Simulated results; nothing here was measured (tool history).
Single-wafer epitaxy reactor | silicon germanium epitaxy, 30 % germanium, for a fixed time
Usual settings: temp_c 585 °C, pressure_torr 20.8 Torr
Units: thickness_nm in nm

| run | day | temp_c | pressure_torr | wafers since the last listed run | hours since the last pyrometer calibration | hours since the last manometer calibration | hours since the showerhead was replaced | hours since the gauge calibration | read-back reference wafer on the same gauge, thickness_nm | thickness_nm |
|---|---|---|---|---|---|---|---|---|---|---|
| 1 | 0 | 585 | 20.8 | 0 | 1033.5 | 425.6 | 2678.1 | 1463.1 | 49.967 | 43.129 |
| 2 | 3.054 | 585 | 20.8 | 834 | 1106.8 | 498.9 | 2751.4 | 1536.4 | 50.031 | 43.09 |
| 3 | 5.262 | 580 | 20.8 | 603 | 1159.8 | 551.9 | 2804.4 | 1589.4 | 49.966 | 38.558 |
| 4 | 9.1 | 581 | 23.4 | 1047 | 1251.9 | 644 | 2896.5 | 1681.5 | 50.042 | 41.204 |
| 5 | 11.992 | 581 | 23.4 | 789 | 1321.3 | 713.4 | 2965.9 | 1750.9 | 50.022 | 41.205 |
| 6 | 15.579 | 581 | 23.4 | 979 | 1407.4 | 799.5 | 3052 | 1837 | 49.973 | 41.051 |
| 7 | 18.396 | 590 | 20.8 | 769 | 1475 | 867.1 | 3119.6 | 1904.6 | 49.963 | 47.563 |
| 8 | 26.271 | 590 | 20.8 | 2150 | 1664 | 1056.1 | 3308.6 | 2093.6 | 49.995 | 47.679 |
|  | 27.421 | gauge calibrated |
| 9 | 28.367 | 574 | 20.8 | 572 | 1714.3 | 1106.4 | 3358.9 | 22.7 | 49.998 | 33.548 |
| 10 | 34.329 | 574 | 20.8 | 1628 | 1857.4 | 1249.5 | 3502 | 165.8 | 50.004 | 33.486 |
| 11 | 37.121 | 573 | 25.8 | 762 | 1924.4 | 1316.5 | 3569 | 232.8 | 50.004 | 35.637 |
| 12 | 39.838 | 578 | 17.1 | 741 | 1989.6 | 1381.7 | 3634.2 | 298 | 50.043 | 33.835 |
|  | 41.238 | capacitance manometer re-zeroed and calibrated |
| 13 | 42.338 | 574 | 20.8 | 591 | 2049.6 | 26.4 | 3694.2 | 358 | 50.001 | 33.437 |
| 14 | 44.417 | 578 | 25.7 | 567 | 2099.5 | 76.3 | 3744.1 | 407.9 | 50.041 | 39.677 |
| 15 | 46.858 | 575 | 16.7 | 666 | 2158.1 | 134.9 | 3802.7 | 466.5 | 50.006 | 31.488 |
| 16 | 49.638 | 572 | 18.3 | 758 | 2224.8 | 201.6 | 3869.4 | 533.2 | 50.001 | 30.371 |
|  | 49.988 | pyrometer calibrated |
|  | 52.875 | showerhead replaced |
| 17 | 62.217 | 585 | 20.8 | 3253 | 293.5 | 503.5 | 224.2 | 835.1 | 50.003 | 43.288 |
| 18 | 66.517 | 572 | 23.5 | 1174 | 396.7 | 606.7 | 327.4 | 938.3 | 50.031 | 33.89 |
| 19 | 70.446 | 585 | 24.2 | 1073 | 491 | 701 | 421.7 | 1032.6 | 50.012 | 45.84 |
| 20 | 73.075 | 589 | 16.9 | 717 | 554.1 | 764.1 | 484.8 | 1095.7 | 49.986 | 43.443 |
| 21 | 76.883 | 585 | 20.8 | 1040 | 645.5 | 855.5 | 576.2 | 1187.1 | 49.968 | 43.085 |

Hidden state or all else? Some run-to-run changes of thickness_nm, split into what the settings, what came in and random variation would give without the hidden state, and what is left for the hidden state (with any gauge scatter that isn't in both results):
The hidden state here: wafer temperature above the value expected at the setpoint (K); true pressure above the setpoint (%); gauge reads high (%).
Run 8 -> 9: temp_c 590 -> 574, gauge calibrated. thickness_nm -14.131 nm: hidden state +0.097, all else -14.228.
Run 13 -> 14: temp_c 574 -> 578, pressure_torr 20.8 -> 25.7. thickness_nm +6.24 nm: hidden state -0.11, all else +6.35.
Run 16 -> 17: temp_c 572 -> 585, pressure_torr 18.3 -> 20.8, pyrometer calibrated, showerhead replaced. thickness_nm +12.917 nm: hidden state +0.467, all else +12.45.
